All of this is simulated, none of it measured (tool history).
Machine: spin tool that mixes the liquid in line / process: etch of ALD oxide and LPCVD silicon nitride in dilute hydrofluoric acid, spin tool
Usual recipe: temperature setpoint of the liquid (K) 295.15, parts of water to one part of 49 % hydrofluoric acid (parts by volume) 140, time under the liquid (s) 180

run,hour,temperature setpoint of the liquid (K),parts of water to one part of 49 % hydrofluoric acid (parts by volume),time under the liquid (s),"read-back film thickness of the ALD oxide reference wafer, read on the same gauge (nm)","read-back film thickness of the LPCVD silicon nitride reference wafer, read on the same gauge (nm)",thickness taken off the ALD oxide on a monitor wafer (angstrom),thickness taken off the LPCVD silicon nitride on a monitor wafer (angstrom)
1,0.0,295.15,140,100,30.00,99.985,109.3,2.60
2,62.3,295.15,100,180,30.00,100.013,279.3,7.25
3,103.6,295.15,100,180,29.99,99.996,276.2,7.12
4,144.7,295.15,140,180,30.00,100.007,189.3,4.84
# hour 198.8: thermometer replaced
# hour 202.3: gauge calibrated
5,207.0,295.15,100,180,30.01,99.981,308.6,7.63
6,278.4,292.15,140,250,29.98,100.006,253.3,6.00
7,321.8,295.15,180,180,30.01,100.006,153.1,4.65
8,354.7,295.15,75,75,30.02,99.984,175.8,4.83
9,396.4,291.15,170,100,29.99,99.984,78.3,1.79
10,463.0,291.65,100,105,29.99,100.031,150.6,3.73
11,489.5,295.15,105,125,29.98,100.029,196.4,4.88
12,558.6,297.65,100,285,29.99,100.031,523.6,14.64
13,621.7,295.15,170,290,29.98,100.025,259.4,7.02
14,688.8,297.65,140,125,30.00,100.004,153.5,4.40

What does the tool deliver on the next run?
15,738.4,299.15,90,130,?,?,?,?

read-back film thickness of the ALD oxide reference wafer, read on the same gauge (nm): 29.99
read-back film thickness of the LPCVD silicon nitride reference wafer, read on the same gauge (nm): 99.974
thickness taken off the ALD oxide on a monitor wafer (angstrom): 275.9
thickness taken off the LPCVD silicon nitride on a monitor wafer (angstrom): 7.21
Were there no unlogged condition in the tool, this run, its random variation unchanged, would have produced thickness taken off the ALD oxide on a monitor wafer (angstrom) 291.3, thickness taken off the LPCVD silicon nitride on a monitor wafer (angstrom) 7.75.
